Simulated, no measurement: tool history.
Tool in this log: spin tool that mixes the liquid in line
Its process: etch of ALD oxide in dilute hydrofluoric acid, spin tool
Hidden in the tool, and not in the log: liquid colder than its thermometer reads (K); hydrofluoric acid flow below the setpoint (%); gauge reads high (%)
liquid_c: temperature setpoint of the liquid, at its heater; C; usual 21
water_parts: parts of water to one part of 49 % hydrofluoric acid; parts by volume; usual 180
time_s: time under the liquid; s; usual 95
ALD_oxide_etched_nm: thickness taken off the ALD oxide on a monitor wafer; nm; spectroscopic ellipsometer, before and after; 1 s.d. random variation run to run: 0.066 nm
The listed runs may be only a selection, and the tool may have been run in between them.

run,hour,liquid_c,water_parts,time_s,wafers since the last listed run,hours since the thermometer was replaced,hours since the hydrofluoric acid flow meter was replaced,hours since the gauge calibration,"read-back film thickness of the ALD oxide reference wafer, read on the same gauge (nm)",ALD_oxide_etched_nm
1,0,21,180,95,0,970.7,1462.2,165.9,40.01,9.55
2,10.6,21,180,95,90,981.3,1472.8,176.5,40,9.53
# hour 17.6: thermometer replaced
3,25.7,21,150,95,119,8.1,1487.9,191.6,39.99,10.98
4,35.9,21,150,95,86,18.3,1498.1,201.8,40.03,11.05
5,53.3,21,180,95,147,35.7,1515.5,219.2,40,8.96
6,66.5,21,180,95,112,48.9,1528.7,232.4,39.98,8.98
7,79.2,21,180,95,107,61.6,1541.4,245.1,40.02,8.94
8,110.4,21,180,95,264,92.8,1572.6,276.3,39.97,8.96
# hour 115.4: thermometer replaced, repeated, since the last time left the tool worse
9,126.2,21,180,95,125,10.8,1588.4,292.1,40.01,10.1
10,137,21,180,95,91,21.6,1599.2,302.9,40.01,10.1
11,151.9,21,180,95,126,36.5,1614.1,317.8,40.01,10.05
12,158.1,23,115,80,52,42.7,1620.3,324,39.99,15.4
13,169.2,21,120,95,94,53.8,1631.4,335.1,39.99,16.14
14,180,18,115,95,91,64.6,1642.2,345.9,39.96,15.06
15,191,21,180,95,93,75.6,1653.2,356.9,39.99,10.14
16,208.3,21,95,70,146,92.9,1670.5,374.2,40.02,15.56
# hour 210.1: gauge calibrated
17,219.4,25,225,70,94,104,1681.6,9.3,40.01,6.62
18,230.6,21,180,95,95,115.2,1692.8,20.5,40.01,10.13
19,238.9,21,180,140,70,123.5,1701.1,28.8,40.01,14.82
# hour 240.2: hydrofluoric acid flow meter replaced
20,255.2,22.5,100,75,129,139.8,15,45.1,40.02,16.48
21,269.5,19.5,105,65,121,154.1,29.3,59.4,40,11.96
22,282,22.5,250,145,106,166.6,41.8,71.9,40.02,10.78
23,293.7,21,240,95,99,178.3,53.5,83.6,40.01,7.11
24,302.8,21,180,95,77,187.4,62.6,92.7,40.02,10.08

What does the tool deliver on the next run?
25,340.3,21,180,95,318,224.9,100.1,130.2,?,?

{"run 25": {"read-back film thickness of the ALD oxide reference wafer, read on the same gauge (nm)": 40, "ALD_oxide_etched_nm": 9.99}}
Take away the tool's hidden state, keep the run-to-run variation as it was, and the same run would have given ALD_oxide_etched_nm 10.13 nm.

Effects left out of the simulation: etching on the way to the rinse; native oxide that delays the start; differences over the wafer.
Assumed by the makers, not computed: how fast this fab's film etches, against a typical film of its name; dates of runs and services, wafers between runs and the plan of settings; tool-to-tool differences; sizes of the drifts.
